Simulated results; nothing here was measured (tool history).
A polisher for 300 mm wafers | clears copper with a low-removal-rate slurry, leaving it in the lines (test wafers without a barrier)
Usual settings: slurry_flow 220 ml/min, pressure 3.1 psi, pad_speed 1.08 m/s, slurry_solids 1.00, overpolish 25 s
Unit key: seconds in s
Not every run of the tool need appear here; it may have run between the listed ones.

run,hour,slurry_flow,pressure,pad_speed,slurry_solids,overpolish,wafers since the last listed run,wafers polished on this pad,hours since the slurry nozzle was cleaned,hours since the head pressure was calibrated,hours since the slurry blender was calibrated,"incoming thickness of the incoming film, nm",seconds
1,0.0,220,3.1,1.36,1.00,18,0,662,3.9,383.4,187.9,311.2,85.6
2,79.5,220,3.1,1.08,1.00,25,807,1469,83.4,462.9,267.4,307.8,104.7
3,165.6,220,3.1,1.08,1.00,25,874,2343,169.5,549.0,353.5,304.9,108.9
# hour 211.7: head pressure recalibrated
# hour 252.9: slurry blender recalibrated
4,271.6,220,3.1,1.08,1.00,25,1035,3379,275.5,59.9,18.7,301.9,112.1
# hour 363.3: worn pad replaced by a new one
5,371.8,220,3.1,1.08,1.00,25,976,86,375.7,160.1,118.9,303.6,107.3
# hour 400.5: slurry nozzle cleaned
6,438.1,220,3.1,1.08,1.00,25,662,748,37.6,226.4,185.2,300.8,111.1
7,524.3,220,3.1,1.08,1.00,25,875,1624,123.8,312.6,271.4,301.6,112.1
8,572.1,220,3.1,1.08,1.00,25,485,2109,171.6,360.4,319.2,300.9,110.1
# hour 578.1: slurry blender recalibrated, repeated, since the last time left the tool worse
9,644.0,220,3.1,1.08,1.00,25,709,2819,243.5,432.3,65.9,305.5,105.9
10,688.1,220,3.1,1.08,1.00,25,447,3266,287.6,476.4,110.0,303.6,103.4
# hour 758.4: head pressure recalibrated
11,787.3,220,3.1,1.08,1.00,25,986,4253,386.8,28.9,209.2,304.9,101.5
# hour 880.5: slurry nozzle cleaned
# hour 891.9: worn pad replaced by a new one
12,945.1,220,3.1,1.08,1.00,25,1551,539,64.6,186.7,367.0,307.3,105.9
# hour 989.5: slurry blender recalibrated
13,993.9,190,3.4,1.08,1.00,25,475,1014,113.4,235.5,4.4,300.8,94.9
14,1054.8,220,3.9,1.08,0.85,25,618,1633,174.3,296.4,65.3,302.6,86.5
15,1136.3,190,3.1,0.76,1.00,25,827,2460,255.8,377.9,146.8,305.5,152.1
16,1202.1,220,3.1,0.82,1.00,25,668,3128,321.6,443.7,212.6,305.5,141.6
17,1263.0,165,3.1,1.40,1.00,25,618,3746,382.5,504.6,273.5,305.6,85.9
18,1319.4,220,2.6,1.34,1.00,25,572,4319,438.9,561.0,329.9,309.1,105.6
# hour 1340.8: head pressure recalibrated
# hour 1343.0: slurry nozzle cleaned
# hour 1355.3: worn pad replaced by a new one
# hour 1384.0: slurry blender recalibrated
19,1415.1,220,3.1,1.08,1.00,25,880,586,72.1,74.3,31.1,302.2,105.5
20,1488.9,265,3.1,1.08,1.00,35,749,1335,145.9,148.1,104.9,306.7,102.9
21,1582.1,220,3.1,1.08,1.15,25,946,2282,239.1,241.3,198.1,308.2,104.4
22,1625.1,280,3.1,1.08,1.00,25,436,2718,282.1,284.3,241.1,305.6,105.6
# hour 1760.4: worn pad replaced by a new one
# hour 1807.2: slurry blender recalibrated
23,1849.1,220,3.1,1.44,0.75,30,2213,880,506.1,508.3,41.9,306.2,81.8
# hour 1857.3: slurry nozzle cleaned
# hour 1860.9: head pressure recalibrated
24,1892.6,220,3.1,1.08,1.00,40,411,1291,35.3,31.7,85.4,303.9,101.6
25,1959.7,220,3.1,1.08,1.00,25,681,1972,102.4,98.8,152.5,301.3,106.1
26,2050.1,220,3.1,1.08,1.00,25,917,2890,192.8,189.2,242.9,305.0,105.3
27,2111.7,265,3.1,1.08,1.00,35,625,3515,254.4,250.8,304.5,300.2,101.4

How would selected steps in seconds from run to run divide? Give the signed amount a tool lacking its hidden state would still show from settings, what came in and random variation, and the signed amount left for the hidden state, including any gauge scatter that is not in both of the compared results.
Hidden state at play: removal rate lost through wear of the pad, %; slurry flow missing at the pad, %; deviation of the head's pressure from its setpoint, %; abrasive missing from the slurry, %.
Run 8 -> 9: slurry blender recalibrated, repeated, since the last time left the tool worse. seconds -4.2 s: hidden state -7.3, all else +3.1.
Run 12 -> 13: slurry_flow 220 -> 190, pressure 3.1 -> 3.4, slurry blender recalibrated. seconds -11.0 s: hidden state -3.1, all else -7.9.
Run 14 -> 15: slurry_flow 220 -> 190, pressure 3.9 -> 3.1, pad_speed 1.08 -> 0.76, slurry_solids 0.85 -> 1.00. seconds +65.6 s: hidden state +2.1, all else +63.5.
Run 16 -> 17: slurry_flow 220 -> 165, pad_speed 0.82 -> 1.40. seconds -55.7 s: hidden state -1.2, all else -54.5.
